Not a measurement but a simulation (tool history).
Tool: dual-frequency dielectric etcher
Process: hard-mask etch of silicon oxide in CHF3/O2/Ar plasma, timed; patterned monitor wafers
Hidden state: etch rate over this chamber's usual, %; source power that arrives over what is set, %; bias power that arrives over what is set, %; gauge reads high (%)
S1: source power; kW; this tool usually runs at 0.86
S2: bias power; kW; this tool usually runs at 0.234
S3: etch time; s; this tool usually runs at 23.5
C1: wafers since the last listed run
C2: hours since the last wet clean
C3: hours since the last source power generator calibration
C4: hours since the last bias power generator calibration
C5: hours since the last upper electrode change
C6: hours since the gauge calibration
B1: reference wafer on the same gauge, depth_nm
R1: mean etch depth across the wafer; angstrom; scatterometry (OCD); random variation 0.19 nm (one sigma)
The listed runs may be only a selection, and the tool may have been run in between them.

run,hour,S1,S2,S3,C1,C2,C3,C4,C5,C6,B1,R1
1,0,0.86,0.234,23.5,0,152.2,1640.7,2396.6,2117.4,197.2,57,555
2,23.7,0.86,0.234,23.5,183,175.9,1664.4,2420.3,2141.1,220.9,57.1,556
# hour 34.1: gauge calibrated
3,44.7,0.86,0.234,20,162,196.9,1685.4,2441.3,2162.1,10.6,57.1,474
4,74.4,0.86,0.234,23.5,230,226.6,1715.1,2471,2191.8,40.3,57.1,557
# hour 133.2: source power generator calibrated
5,153.8,0.86,0.234,23.5,585,306,20.6,2550.4,2271.2,119.7,57.1,558
# hour 180.8: bias power generator calibrated
# hour 187.2: upper electrode replaced
# hour 206.9: wet clean of the chamber
6,207.4,0.86,0.234,23.5,182,0.5,74.2,26.6,20.2,173.3,57.2,552
7,207.7,0.86,0.234,23.5,2,0.8,74.5,26.9,20.5,173.6,57.1,555
8,222.8,0.86,0.234,23.5,117,15.9,89.6,42,35.6,188.7,57.1,556
# hour 224.7: gauge calibrated
9,251.9,0.65,0.234,23.5,225,45,118.7,71.1,64.7,27.2,57.1,495
10,284.2,0.86,0.202,23.5,250,77.3,151,103.4,97,59.5,57.1,541

Expected results for the next run?
11,309.1,0.86,0.18,23.5,193,102.2,175.9,128.3,121.9,84.4,?,?

B1: 57.2
R1: 534 angstrom
The same run, on a tool lacking any hidden state, would have yielded R1 534 angstrom.
